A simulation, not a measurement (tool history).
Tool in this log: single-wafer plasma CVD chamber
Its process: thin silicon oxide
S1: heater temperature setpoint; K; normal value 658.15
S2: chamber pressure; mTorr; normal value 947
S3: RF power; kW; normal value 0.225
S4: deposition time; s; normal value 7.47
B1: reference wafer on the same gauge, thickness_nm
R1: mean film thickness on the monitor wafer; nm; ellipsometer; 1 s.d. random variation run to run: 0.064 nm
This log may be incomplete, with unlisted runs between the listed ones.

| run | hour | S1 | S2 | S3 | S4 | B1 | R1 |
|---|---|---|---|---|---|---|---|
| 1 | 0.0 | 658.15 | 947 | 0.225 | 7.47 | 12.739 | 14.209 |
| 2 | 19.0 | 652.15 | 947 | 0.205 | 7.47 | 12.717 | 13.573 |
| 3 | 33.4 | 652.15 | 947 | 0.205 | 7.47 | 12.716 | 13.628 |
| 4 | 46.0 | 652.15 | 947 | 0.205 | 7.47 | 12.693 | 13.424 |
| 5 | 67.5 | 658.15 | 947 | 0.225 | 7.47 | 12.687 | 14.205 |
| 6 | 89.6 | 658.15 | 947 | 0.225 | 7.47 | 12.712 | 14.061 |
| 7 | 107.4 | 658.15 | 1127 | 0.225 | 7.47 | 12.731 | 15.808 |
| 8 | 140.9 | 658.15 | 1127 | 0.225 | 7.47 | 12.685 | 15.869 |
| 9 | 156.6 | 658.15 | 1127 | 0.225 | 7.47 | 12.691 | 15.798 |
|  | 167.8 | showerhead replaced |
| 10 | 174.9 | 658.15 | 947 | 0.225 | 7.47 | 12.682 | 13.944 |
| 11 | 189.4 | 658.15 | 947 | 0.225 | 7.47 | 12.702 | 13.898 |
|  | 200.2 | gauge calibrated |
|  | 201.0 | RF generator calibrated |
| 12 | 218.7 | 647.15 | 947 | 0.265 | 7.47 | 12.676 | 15.007 |
| 13 | 252.0 | 658.15 | 947 | 0.180 | 7.47 | 12.715 | 12.583 |
| 14 | 267.4 | 658.15 | 947 | 0.225 | 7.47 | 12.695 | 13.867 |
| 15 | 285.4 | 663.15 | 877 | 0.225 | 7.47 | 12.684 | 13.025 |
|  | 293.8 | thermocouple changed; heater temperature recalibrated |
|  | 305.0 | capacitance manometer re-zeroed and calibrated |
| 16 | 319.4 | 652.15 | 947 | 0.205 | 7.47 | 12.695 | 13.981 |
| 17 | 333.9 | 671.15 | 1182 | 0.255 | 8.30 | 12.695 | 19.578 |
| 18 | 356.5 | 658.15 | 947 | 0.225 | 6.34 | 12.702 | 12.304 |
| 19 | 371.0 | 673.15 | 739 | 0.235 | 6.05 | 12.706 | 9.598 |
| 20 | 401.7 | 658.15 | 947 | 0.245 | 7.47 | 12.713 | 14.969 |
| 21 | 423.5 | 669.15 | 1123 | 0.190 | 7.47 | 12.703 | 14.862 |
| 22 | 456.8 | 649.15 | 947 | 0.185 | 6.93 | 12.682 | 12.301 |

4 ways to go on from here, each from the tool as it stands after run 22. What would each give?
| A | 457.2 | 658.15 | 947 | 0.225 | 6.46 | ? | ? |
| B | 457.2 | 658.15 | 1115 | 0.190 | 7.47 | ? | ? |
| C | 457.2 | 658.15 | 1061 | 0.225 | 7.47 | ? | ? |
| D | 457.2 | 658.15 | 779 | 0.225 | 8.91 | ? | ? |

| run | B1 | R1 |
|---|---|---|
| A | 12.732 | 12.441 |
| B | 12.732 | 14.870 |
| C | 12.732 | 15.582 |
| D | 12.732 | 14.579 |
Take away the tool's hidden state, keep each run's random variation, and the runs would have read:
| run | R1 |
|---|---|
| A | 12.618 |
| B | 15.037 |
| C | 15.757 |
| D | 14.814 |
